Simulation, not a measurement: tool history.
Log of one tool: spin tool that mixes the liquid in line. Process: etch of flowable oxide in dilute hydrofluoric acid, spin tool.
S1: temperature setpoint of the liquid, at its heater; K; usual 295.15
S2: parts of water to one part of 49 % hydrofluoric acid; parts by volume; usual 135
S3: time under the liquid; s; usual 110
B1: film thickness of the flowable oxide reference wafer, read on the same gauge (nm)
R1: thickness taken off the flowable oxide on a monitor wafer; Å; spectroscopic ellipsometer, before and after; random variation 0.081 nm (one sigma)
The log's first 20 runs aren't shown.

run 21 hour=242.4 | S1=295.15 S2=135 S3=110 | B1=140.03 | R1=230.5
run 22 hour=250.8 | S1=295.15 S2=80 S3=110 | B1=139.98 | R1=412.8
run 23 hour=261.0 | S1=300.15 S2=100 S3=140 | B1=139.96 | R1=503.2
run 24 hour=267.3 | S1=295.15 S2=135 S3=135 | B1=139.98 | R1=282.2
run 25 hour=281.5 | S1=295.15 S2=135 S3=55 | B1=139.97 | R1=114.8
run 26 hour=298.8 | S1=291.15 S2=75 S3=110 | B1=140.01 | R1=376.2
run 27 hour=312.3 | S1=290.65 S2=135 S3=110 | B1=139.98 | R1=193.4
run 28 hour=318.4 | S1=296.65 S2=90 S3=125 | B1=140.07 | R1=441.6
run 29 hour=327.9 | S1=298.65 S2=170 S3=95 | B1=139.97 | R1=174.2
run 30 hour=337.6 | S1=291.65 S2=135 S3=155 | B1=140.02 | R1=283.8
run 31 hour=349.4 | S1=300.15 S2=100 S3=140 | B1=140.00 | R1=502.3
run 32 hour=357.2 | S1=298.15 S2=75 S3=150 | B1=140.00 | R1=689.5
run 33 hour=365.9 | S1=298.15 S2=170 S3=140 | B1=139.96 | R1=251.5
run 34 hour=373.1 | S1=299.15 S2=75 S3=65 | B1=140.00 | R1=309.8

Forecast each of these 4 alternatives for the next run:
run A hour=373.5 | S1=295.15 S2=135 S3=140 | B1=? | R1=?
run B hour=373.5 | S1=297.15 S2=165 S3=80 | B1=? | R1=?
run C hour=373.5 | S1=291.15 S2=190 S3=175 | B1=? | R1=?
run D hour=373.5 | S1=296.65 S2=90 S3=110 | B1=? | R1=?

run=A B1=140.02 R1=294.2
run=B B1=140.02 R1=143.6
run=C B1=140.02 R1=210.9
run=D B1=140.02 R1=388.1
Without the tool's hidden state the same runs would have given:
run=A R1=287.2
run=B R1=140.3
run=C R1=205.9
run=D R1=378.8
